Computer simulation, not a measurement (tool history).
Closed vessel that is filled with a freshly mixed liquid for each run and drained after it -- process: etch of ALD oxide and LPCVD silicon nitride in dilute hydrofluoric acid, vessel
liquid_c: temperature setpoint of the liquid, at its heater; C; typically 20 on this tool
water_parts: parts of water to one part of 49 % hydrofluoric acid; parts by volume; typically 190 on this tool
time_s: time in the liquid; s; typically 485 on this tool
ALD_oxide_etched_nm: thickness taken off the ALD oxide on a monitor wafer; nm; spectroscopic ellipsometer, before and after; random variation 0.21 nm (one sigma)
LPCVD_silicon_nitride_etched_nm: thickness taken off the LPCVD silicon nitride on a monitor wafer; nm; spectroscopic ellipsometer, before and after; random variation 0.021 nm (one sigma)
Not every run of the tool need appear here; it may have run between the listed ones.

| run | day | liquid_c | water_parts | time_s | wafers since the last listed run | hours since the thermometer was replaced | hours since the hydrofluoric acid flow meter was replaced | hours since the gauge calibration | read-back film thickness of the ALD oxide reference wafer, read on the same gauge (nm) | read-back film thickness of the LPCVD silicon nitride reference wafer, read on the same gauge (nm) | ALD_oxide_etched_nm | LPCVD_silicon_nitride_etched_nm |
|---|---|---|---|---|---|---|---|---|---|---|---|---|
| 1 | 0 | 20 | 190 | 485 | 0 | 1268.5 | 335.8 | 718.3 | 90.01 | 120.01 | 22.61 | 0.973 |
| 2 | 1.65 | 20 | 190 | 485 | 3264 | 1308.1 | 375.4 | 757.9 | 90.02 | 119.987 | 23.45 | 0.954 |
| 3 | 4.067 | 20 | 190 | 485 | 4782 | 1366.1 | 433.4 | 815.9 | 90.02 | 120.016 | 22.65 | 0.945 |
| 4 | 5.821 | 20 | 190 | 485 | 3471 | 1408.2 | 475.5 | 858 | 89.96 | 119.988 | 23 | 0.965 |
| 5 | 7.688 | 20 | 190 | 485 | 3693 | 1453 | 520.3 | 902.8 | 90.04 | 119.975 | 23.02 | 0.988 |
| 6 | 9.783 | 20 | 210 | 485 | 4147 | 1503.3 | 570.6 | 953.1 | 89.97 | 120.018 | 20.53 | 0.889 |
| 7 | 11.288 | 17 | 190 | 630 | 2976 | 1539.4 | 606.7 | 989.2 | 89.98 | 120.016 | 27.09 | 0.994 |
| 8 | 14.146 | 17 | 190 | 630 | 5655 | 1608 | 675.3 | 1057.8 | 90.02 | 120.011 | 26.36 | 1.054 |
| 9 | 16.558 | 20 | 190 | 485 | 4773 | 1665.9 | 733.2 | 1115.7 | 89.97 | 120.016 | 23.02 | 0.989 |
| 10 | 18.008 | 20 | 190 | 485 | 2869 | 1700.7 | 768 | 1150.5 | 90.03 | 120.034 | 22.52 | 0.959 |
| 11 | 20.079 | 20 | 190 | 485 | 4097 | 1750.4 | 817.7 | 1200.2 | 90.05 | 119.98 | 23.19 | 0.987 |
|  | 21.417 | thermometer replaced |
| 12 | 22.45 | 20 | 160 | 485 | 4608 | 24.8 | 874.6 | 1257.1 | 90.03 | 119.961 | 28.44 | 1.124 |
| 13 | 25.429 | 20 | 190 | 615 | 5895 | 96.3 | 946.1 | 1328.6 | 89.99 | 119.99 | 29.13 | 1.253 |
| 14 | 28.412 | 21.5 | 190 | 595 | 5903 | 167.9 | 1017.7 | 1400.2 | 90.05 | 120.013 | 29.48 | 1.375 |
| 15 | 30.325 | 18 | 190 | 485 | 3784 | 213.8 | 1063.6 | 1446.1 | 89.97 | 120.005 | 21.01 | 0.842 |
| 16 | 31.938 | 17 | 190 | 285 | 3190 | 252.5 | 1102.3 | 1484.8 | 89.99 | 120.011 | 11.97 | 0.465 |
| 17 | 33.196 | 20 | 135 | 565 | 2489 | 282.7 | 1132.5 | 1515 | 89.98 | 119.98 | 39.89 | 1.627 |
|  | 33.575 | gauge calibrated |
| 18 | 34.929 | 18 | 270 | 775 | 3429 | 324.3 | 1174.1 | 32.5 | 89.99 | 120.017 | 22.11 | 0.954 |
| 19 | 37.175 | 20 | 190 | 485 | 4443 | 378.2 | 1228 | 86.4 | 89.99 | 120.001 | 23.31 | 0.943 |
| 20 | 39.133 | 22.5 | 235 | 705 | 3875 | 425.2 | 1275 | 133.4 | 90.03 | 120.027 | 28.52 | 1.321 |
|  | 41.558 | hydrofluoric acid flow meter replaced |
| 21 | 47.054 | 20 | 190 | 485 | 15591 | 615.3 | 131.9 | 323.5 | 89.99 | 119.995 | 22.62 | 0.986 |
| 22 | 49.658 | 20 | 190 | 270 | 5153 | 677.8 | 194.4 | 386 | 90.01 | 120.011 | 12.69 | 0.55 |
| 23 | 50.788 | 20 | 190 | 485 | 2234 | 704.9 | 221.5 | 413.1 | 90.01 | 120.017 | 22.71 | 0.956 |
| 24 | 52.883 | 20 | 165 | 485 | 4147 | 755.2 | 271.8 | 463.4 | 90.02 | 119.978 | 27.44 | 1.07 |
| 25 | 55.371 | 20 | 190 | 615 | 4922 | 814.9 | 331.5 | 523.1 | 90.04 | 120.016 | 28.81 | 1.269 |

Hidden state at the last listed run before each entry between runs and at the first one after, where it differs:
Logged between run 11 and run 12: thermometer replaced (day 21.417)
  no hidden state differs between the two runs
Logged between run 17 and run 18: gauge calibrated (day 33.575)
  no hidden state differs between the two runs
Logged between run 20 and run 21: hydrofluoric acid flow meter replaced (day 41.558)
  no hidden state differs between the two runs
